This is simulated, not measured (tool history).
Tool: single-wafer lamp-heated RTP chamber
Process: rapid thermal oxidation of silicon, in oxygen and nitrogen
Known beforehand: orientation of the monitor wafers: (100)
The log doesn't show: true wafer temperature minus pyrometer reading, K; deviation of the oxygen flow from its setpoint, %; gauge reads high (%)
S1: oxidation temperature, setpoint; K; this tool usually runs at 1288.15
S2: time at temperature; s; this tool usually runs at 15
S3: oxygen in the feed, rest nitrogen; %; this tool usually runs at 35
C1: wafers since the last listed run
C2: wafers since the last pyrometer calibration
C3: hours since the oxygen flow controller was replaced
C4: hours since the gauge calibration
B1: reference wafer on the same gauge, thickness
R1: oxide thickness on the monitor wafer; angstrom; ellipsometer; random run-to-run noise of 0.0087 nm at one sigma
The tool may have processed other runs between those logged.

run	hour	S1	S2	S3	C1	C2	C3	C4	B1	R1
1	0	1288.15	9	35	0	1220	5342.8	1388.8	2.489	25.4
2	66.1	1288.15	9	35	601	1822	5408.9	1454.9	2.487	25.17
3	118.5	1288.15	9	35	477	2299	5461.3	1507.3	2.488	25.22
4	160.6	1288.15	15	35	383	2683	5503.4	1549.4	2.486	28.59
5	198.9	1288.15	15	35	348	3031	5541.7	1587.7	2.486	28.53
6	302.7	1288.15	19	35	945	3977	5645.5	1691.5	2.485	30.67
7	380.4	1288.15	18	43	707	4684	5723.2	1769.2	2.486	31.86
# hour 435: pyrometer window cleaned and pyrometer calibrated
8	435.5	1288.15	18	43	428	4	5778.3	1824.3	2.488	31.82
9	469.5	1288.15	15	35	309	314	5812.3	1858.3	2.485	28.65
10	558.4	1288.15	15	35	809	1123	5901.2	1947.2	2.486	28.62
11	626.7	1288.15	15	35	621	1745	5969.5	2015.5	2.486	28.65
12	730.7	1288.15	15	35	947	2693	6073.5	2119.5	2.484	28.48
13	1017.5	1288.15	15	35	2611	5304	6360.3	2406.3	2.479	28.54
# hour 1113.4: pyrometer window cleaned and pyrometer calibrated
14	1122.4	1288.15	15	35	882	82	6465.2	2511.2	2.484	28.55
15	1162.8	1301.15	15	35	367	450	6505.6	2551.6	2.481	30.24
16	1199.7	1288.15	15	35	336	786	6542.5	2588.5	2.483	28.53
17	1293.9	1288.15	15	35	857	1644	6636.7	2682.7	2.482	28.48
# hour 1338: gauge calibrated
18	1369.6	1288.15	15	35	689	2333	6712.4	31.6	2.528	29.02
# hour 1390.9: oxygen flow controller replaced
19	1407.6	1288.15	15	35	273	2606	16.7	69.6	2.523	29.01
20	1493.2	1276.15	20	17	779	3386	102.3	155.2	2.519	26.07
21	1534	1288.15	21	35	371	3757	143.1	196	2.519	32.07
22	1571	1303.15	15	55	336	4094	180.1	233	2.514	35.05
23	1641.9	1288.15	9	17	645	4740	251	303.9	2.516	23.28
24	1688	1288.15	15	35	419	5160	297.1	350	2.511	28.92
# hour 1748.9: pyrometer window cleaned and pyrometer calibrated
25	1773.4	1266.15	18	26	704	222	382.5	435.4	2.507	26.13
26	1852.7	1288.15	15	35	722	945	461.8	514.7	2.506	28.71
27	1913.2	1267.15	21	58	550	1496	522.3	575.2	2.505	32.46
28	1974.5	1315.15	15	50	558	2054	583.6	636.5	2.502	36.5
29	2040.3	1303.15	20	35	599	2653	649.4	702.3	2.499	34.15
30	2124.5	1267.15	18	18	766	3420	733.6	786.5	2.497	24.84
31	2198.7	1262.15	21	59	675	4095	807.8	860.7	2.499	31.43
32	2296.6	1288.15	15	17	891	4987	905.7	958.6	2.497	25.17
# hour 2374.1: pyrometer window cleaned and pyrometer calibrated
33	2380.5	1269.15	10	35	691	58	989.6	1042.5	2.494	24.14
34	2423.8	1261.15	10	53	394	452	1032.9	1085.8	2.493	25.13
35	2461	1261.15	10	17	338	791	1070.1	1123	2.493	21.95
36	2532	1300.15	9	24	646	1438	1141.1	1194	2.493	24.71
37	2577.3	1308.15	22	64	412	1850	1186.4	1239.3	2.49	43.39

For each run, what was the tool's unlogged condition?
true wafer temperature minus pyrometer reading, K: 0 in every run
deviation of the oxygen flow from its setpoint, %: 0 in every run
H1: gauge reads high (%)
run	H1
1	-1.57
2	-1.6
3	-1.63
4	-1.64
5	-1.66
6	-1.7
7	-1.72
8	-1.74
9	-1.75
10	-1.77
11	-1.79
12	-1.81
13	-1.87
14	-1.88
15	-1.89
16	-1.89
17	-1.91
18	-0.208
19	-0.282
20	-0.437
21	-0.506
22	-0.566
23	-0.675
24	-0.742
25	-0.857
26	-0.955
27	-1.02
28	-1.09
29	-1.16
30	-1.24
31	-1.3
32	-1.38
33	-1.44
34	-1.46
35	-1.49
36	-1.53
37	-1.56

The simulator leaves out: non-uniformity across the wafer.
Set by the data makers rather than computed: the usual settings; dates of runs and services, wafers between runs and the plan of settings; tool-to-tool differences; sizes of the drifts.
